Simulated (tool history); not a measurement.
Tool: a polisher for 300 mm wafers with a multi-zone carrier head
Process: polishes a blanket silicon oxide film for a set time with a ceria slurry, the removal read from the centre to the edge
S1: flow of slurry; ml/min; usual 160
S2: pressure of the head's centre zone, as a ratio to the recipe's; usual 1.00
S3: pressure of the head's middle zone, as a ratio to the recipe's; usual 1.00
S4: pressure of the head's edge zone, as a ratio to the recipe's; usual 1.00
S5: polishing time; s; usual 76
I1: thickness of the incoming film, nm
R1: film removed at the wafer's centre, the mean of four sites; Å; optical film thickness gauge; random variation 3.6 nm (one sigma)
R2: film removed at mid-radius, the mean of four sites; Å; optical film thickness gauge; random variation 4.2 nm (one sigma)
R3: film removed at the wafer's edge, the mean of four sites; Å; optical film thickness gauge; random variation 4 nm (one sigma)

run,day,S1,S2,S3,S4,S5,I1,R1,R2,R3
1,0.000,160,1.00,0.92,1.00,76,1516.8,3672,3453,3709
2,1.933,160,1.00,0.92,1.00,76,1467.9,3671,3405,3719
3,3.858,160,1.00,1.00,1.00,76,1496.2,3575,3633,3626
4,6.688,200,1.09,1.00,0.89,58,1489.6,3077,2827,2704
5,10.646,160,1.00,1.00,1.00,76,1520.9,3628,3597,3582
6,14.479,160,0.90,1.11,1.08,76,1516.9,3224,3863,3637
7,17.708,160,0.97,1.05,0.92,76,1502.9,3350,3643,3403
8,19.625,215,1.00,1.09,1.00,61,1505.1,2934,3171,2874
9,23.004,160,1.00,1.05,1.11,76,1473.3,3467,3675,3564
10,26.217,180,1.07,1.05,0.92,76,1512.4,3984,3923,3631
11,30.367,160,0.90,1.04,1.00,76,1493.6,3263,3762,3581
12,34.483,160,1.00,1.00,1.00,76,1488.5,3566,3554,3556
13,37.600,160,1.00,1.00,1.00,76,1516.0,3493,3535,3616
14,42.071,185,1.06,1.00,1.00,76,1495.9,3795,3707,3563
15,45.717,160,0.92,1.00,1.00,76,1496.2,3154,3524,3433
16,49.858,160,1.10,0.89,0.97,76,1516.2,4009,3396,3642
17,51.971,200,0.96,1.00,1.10,76,1509.8,3768,3856,3874
18,56.683,160,0.92,1.00,0.89,59,1504.3,2572,2837,2668
19,58.821,160,1.11,1.00,1.07,68,1482.5,3490,3238,3320
20,61.558,160,1.00,1.00,1.00,76,1517.6,3549,3628,3616
21,64.829,120,1.00,1.00,1.04,76,1475.8,3282,3322,3495

Put back what was entered between runs (8 entries, withheld): which listed runs does each sit between, and how does the hidden state differ from the listed run before to the listed run after?
Between runs 4 and 5: slurry nozzle cleaned (day 8.979)
  removal rate lost through wear of the pad, %: 2.71 -> 3.82
  measured value less the no-hidden-state value, R1: -86 -> -144 Å; R2: -79 -> -142 Å; R3: -75 -> -142 Å
Between runs 8 and 9: carrier head's membrane replaced by a new one (day 21.312)
  removal rate lost through wear of the pad, %: 6.33 -> 7.27
  measured value less the no-hidden-state value, R1: -198 -> -272 Å; R2: -214 -> -288 Å; R3: -194 -> -280 Å
Between runs 9 and 10: worn pad replaced by a new one (day 23.842)
  removal rate lost through wear of the pad, %: 7.27 -> 1.36
  measured value less the no-hidden-state value, R1: -272 -> -55 Å; R2: -288 -> -54 Å; R3: -280 -> -51 Å
Between runs 11 and 12: centre zone pressure recalibrated (day 31.754)
  removal rate lost through wear of the pad, %: 2.52 -> 3.67
  measured value less the no-hidden-state value, R1: -85 -> -136 Å; R2: -97 -> -135 Å; R3: -93 -> -135 Å
Between runs 12 and 13: edge zone pressure recalibrated (day 36.975)
  removal rate lost through wear of the pad, %: 3.67 -> 4.55
  measured value less the no-hidden-state value, R1: -136 -> -166 Å; R2: -135 -> -168 Å; R3: -135 -> -172 Å
Between runs 13 and 14: slurry nozzle cleaned (day 38.908)
  removal rate lost through wear of the pad, %: 4.55 -> 5.8
  measured value less the no-hidden-state value, R1: -166 -> -233 Å; R2: -168 -> -228 Å; R3: -172 -> -219 Å
Between runs 15 and 16: worn pad replaced by a new one (day 48.162)
  removal rate lost through wear of the pad, %: 6.81 -> 0.526
  measured value less the no-hidden-state value, R1: -230 -> -22 Å; R2: -257 -> -18 Å; R3: -251 -> -19 Å
Between runs 20 and 21: centre zone pressure recalibrated (day 64.379)
  removal rate lost through wear of the pad, %: 3.8 -> 4.71
  measured value less the no-hidden-state value, R1: -140 -> -162 Å; R2: -143 -> -164 Å; R3: -143 -> -172 Å
